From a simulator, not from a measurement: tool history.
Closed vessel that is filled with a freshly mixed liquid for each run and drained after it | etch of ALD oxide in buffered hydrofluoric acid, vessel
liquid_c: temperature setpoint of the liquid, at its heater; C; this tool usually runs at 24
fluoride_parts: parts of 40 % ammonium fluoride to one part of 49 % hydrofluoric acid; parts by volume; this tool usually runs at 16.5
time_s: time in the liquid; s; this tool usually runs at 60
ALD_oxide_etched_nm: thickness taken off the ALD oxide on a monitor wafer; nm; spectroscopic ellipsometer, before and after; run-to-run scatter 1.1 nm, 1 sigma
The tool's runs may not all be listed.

| run | hour | liquid_c | fluoride_parts | time_s | wafers since the last listed run | hours since the thermometer was replaced | hours since the hydrofluoric acid flow meter was replaced | hours since the gauge calibration | read-back film thickness of the ALD oxide reference wafer, read on the same gauge (nm) | ALD_oxide_etched_nm |
|---|---|---|---|---|---|---|---|---|---|---|
| 1 | 0 | 24 | 11.5 | 60 | 0 | 979.4 | 275.5 | 110.3 | 129.99 | 195.76 |
| 2 | 12.6 | 24 | 11.5 | 60 | 1510 | 992 | 288.1 | 122.9 | 130 | 193.2 |
| 3 | 29.6 | 24 | 16.5 | 60 | 2038 | 1009 | 305.1 | 139.9 | 130.01 | 137.98 |
| 4 | 37.2 | 24 | 16.5 | 60 | 911 | 1016.6 | 312.7 | 147.5 | 129.98 | 137.03 |
| 5 | 44.8 | 24 | 16.5 | 60 | 911 | 1024.2 | 320.3 | 155.1 | 129.99 | 137.65 |
| 6 | 51.6 | 24 | 16.5 | 60 | 815 | 1031 | 327.1 | 161.9 | 129.99 | 137.6 |
| 7 | 64.4 | 24 | 16.5 | 60 | 1534 | 1043.8 | 339.9 | 174.7 | 130 | 138.71 |
| 8 | 77.4 | 24 | 16.5 | 60 | 1558 | 1056.8 | 352.9 | 187.7 | 130 | 137.74 |
| 9 | 91.2 | 24 | 16.5 | 60 | 1654 | 1070.6 | 366.7 | 201.5 | 130.02 | 136.92 |
| 10 | 98.2 | 28 | 16.5 | 45 | 839 | 1077.6 | 373.7 | 208.5 | 130 | 129.56 |
| 11 | 106.8 | 28 | 16.5 | 45 | 1031 | 1086.2 | 382.3 | 217.1 | 130.02 | 128.59 |
| 12 | 122.3 | 28 | 16.5 | 45 | 1858 | 1101.7 | 397.8 | 232.6 | 129.99 | 129.34 |
| 13 | 144 | 21 | 11.5 | 95 | 2601 | 1123.4 | 419.5 | 254.3 | 129.99 | 264.21 |
| 14 | 156.2 | 28.5 | 14 | 60 | 1462 | 1135.6 | 431.7 | 266.5 | 130 | 206.44 |
| 15 | 163 | 24 | 16.5 | 60 | 815 | 1142.4 | 438.5 | 273.3 | 129.99 | 138.57 |
| 16 | 171.6 | 20 | 16.5 | 30 | 1031 | 1151 | 447.1 | 281.9 | 130 | 54.88 |
|  | 180 | thermometer replaced |
|  | 181.6 | gauge calibrated |
| 17 | 186.5 | 20.5 | 16.5 | 85 | 1666 | 6.5 | 462 | 4.9 | 129.98 | 160.42 |
|  | 189 | hydrofluoric acid flow meter replaced |
| 18 | 193.3 | 27.5 | 12 | 75 | 695 | 13.3 | 4.3 | 11.7 | 130 | 284.13 |
| 19 | 208.8 | 26.5 | 16.5 | 60 | 1858 | 28.8 | 19.8 | 27.2 | 129.97 | 160.07 |
| 20 | 217.7 | 20.5 | 14 | 60 | 1067 | 37.7 | 28.7 | 36.1 | 129.99 | 133.35 |
| 21 | 230.6 | 28.5 | 22.5 | 50 | 1546 | 50.6 | 41.6 | 49 | 130 | 112.33 |
| 22 | 244.6 | 24 | 16.5 | 60 | 1678 | 64.6 | 55.6 | 63 | 129.99 | 137.06 |
| 23 | 261.7 | 24 | 16.5 | 60 | 2050 | 81.7 | 72.7 | 80.1 | 130.01 | 137.36 |
| 24 | 267.8 | 21.5 | 16.5 | 60 | 731 | 87.8 | 78.8 | 86.2 | 130.01 | 121.7 |

Exercise: give the hidden state of the tool at every run:
liquid colder than its thermometer reads (K): 0 at every run
hydrofluoric acid flow below the setpoint (%): 0 at every run
gauge reads high (%): 0 at every run
